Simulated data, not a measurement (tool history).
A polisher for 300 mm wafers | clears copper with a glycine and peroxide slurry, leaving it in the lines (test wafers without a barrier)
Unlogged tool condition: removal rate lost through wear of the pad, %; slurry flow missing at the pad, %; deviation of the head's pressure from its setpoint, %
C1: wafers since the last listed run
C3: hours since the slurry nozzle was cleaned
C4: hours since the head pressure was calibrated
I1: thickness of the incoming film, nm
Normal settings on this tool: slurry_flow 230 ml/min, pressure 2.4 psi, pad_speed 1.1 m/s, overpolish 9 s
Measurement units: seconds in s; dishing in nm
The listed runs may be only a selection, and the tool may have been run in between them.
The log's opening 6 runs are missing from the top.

Run 7, hour 299.3: usual settings but pressure 2.8 psi, overpolish 6 s; C1 290; wafers polished on this pad 2147; C3 536.8; C4 605; I1 718.2. Result: seconds 165.8 s, dishing 18.9 nm.
Run 8, hour 342.1: usual settings but pressure 2.8 psi, overpolish 6 s; C1 287; wafers polished on this pad 2435; C3 579.6; C4 647.8; I1 730. Result: seconds 168.4 s, dishing 19.4 nm.
Run 9, hour 369.7: usual settings but pressure 2.8 psi, overpolish 6 s; C1 185; wafers polished on this pad 2620; C3 607.2; C4 675.4; I1 735.8. Result: seconds 172.1 s, dishing 18.6 nm.
Run 10, hour 425.5: usual settings but pressure 2.9 psi; C1 375; wafers polished on this pad 2996; C3 663; C4 731.2; I1 731.8. Result: seconds 160.2 s, dishing 28.2 nm.
At hour 469.3: worn pad replaced by a new one.
At hour 568.1: slurry nozzle cleaned.
Run 11, hour 627.5: usual settings but pressure 2.9 psi; C1 1325; wafers polished on this pad 1057; C3 59.4; C4 933.2; I1 725. Result: seconds 157.6 s, dishing 28.4 nm.
Run 12, hour 696.5: usual settings but pressure 2.9 psi; C1 464; wafers polished on this pad 1521; C3 128.4; C4 1002.2; I1 726.8. Result: seconds 155.3 s, dishing 28 nm.
Run 13, hour 754.4: usual settings; C1 389; wafers polished on this pad 1911; C3 186.3; C4 1060.1; I1 730.3. Result: seconds 186.5 s, dishing 24.8 nm.
Run 14, hour 818.6: usual settings; C1 431; wafers polished on this pad 2343; C3 250.5; C4 1124.3; I1 724.2. Result: seconds 182.1 s, dishing 25.1 nm.
Run 15, hour 885.8: usual settings but slurry_flow 295 ml/min, overpolish 5 s; C1 452; wafers polished on this pad 2795; C3 317.7; C4 1191.5; I1 721.4. Result: seconds 184.4 s, dishing 15.1 nm.
Run 16, hour 922.4: usual settings but slurry_flow 260 ml/min, pressure 2.8 psi, pad_speed 1.3 m/s, overpolish 11 s; C1 246; wafers polished on this pad 3041; C3 354.3; C4 1228.1; I1 723.1. Result: seconds 148 s, dishing 33.2 nm.
At hour 945.9: head pressure recalibrated.
At hour 958.2: worn pad replaced by a new one.
Run 17, hour 967.7: usual settings but slurry_flow 305 ml/min, pressure 2.9 psi; C1 264; wafers polished on this pad 63; C3 399.6; C4 21.8; I1 728.4. Result: seconds 153.3 s, dishing 28.7 nm.
Run 18, hour 1024.2: usual settings; C1 380; wafers polished on this pad 444; C3 456.1; C4 78.3; I1 722.6. Result: seconds 187.8 s, dishing 23.4 nm.
Run 19, hour 1065.1: usual settings but overpolish 12 s; C1 275; wafers polished on this pad 719; C3 497; C4 119.2; I1 728.2. Result: seconds 193.3 s, dishing 29.6 nm.
Run 20, hour 1134: usual settings but slurry_flow 155 ml/min, pressure 1.8 psi; C1 463; wafers polished on this pad 1182; C3 565.9; C4 188.1; I1 725.8. Result: seconds 281.6 s, dishing 17.4 nm.
Run 21, hour 1201.9: usual settings; C1 456; wafers polished on this pad 1639; C3 633.8; C4 256; I1 716.9. Result: seconds 193.1 s, dishing 23.9 nm.
At hour 1243.1: slurry nozzle cleaned.
Run 22, hour 1243.6: usual settings but slurry_flow 275 ml/min, pad_speed 1.4 m/s, overpolish 6 s; C1 273; wafers polished on this pad 1913; C3 0.5; C4 297.7; I1 736.8. Result: seconds 149 s, dishing 20.9 nm.
Run 23, hour 1267.6: usual settings; C1 161; wafers polished on this pad 2074; C3 24.5; C4 321.7; I1 740.8. Result: seconds 175.7 s, dishing 25.5 nm.

For run 24, what comes out?
Run 24, hour 1298.9: usual settings but slurry_flow 205 ml/min, pressure 2.1 psi; C1 210; wafers polished on this pad 2285; C3 55.8; C4 353; I1 732.5. Result: seconds ?, dishing ?.

seconds: 202 s
dishing: 21.9 nm
Take away the tool's hidden state, keep the run-to-run variation as it was, and the same run would have given seconds 199 s, dishing 22.2 nm.

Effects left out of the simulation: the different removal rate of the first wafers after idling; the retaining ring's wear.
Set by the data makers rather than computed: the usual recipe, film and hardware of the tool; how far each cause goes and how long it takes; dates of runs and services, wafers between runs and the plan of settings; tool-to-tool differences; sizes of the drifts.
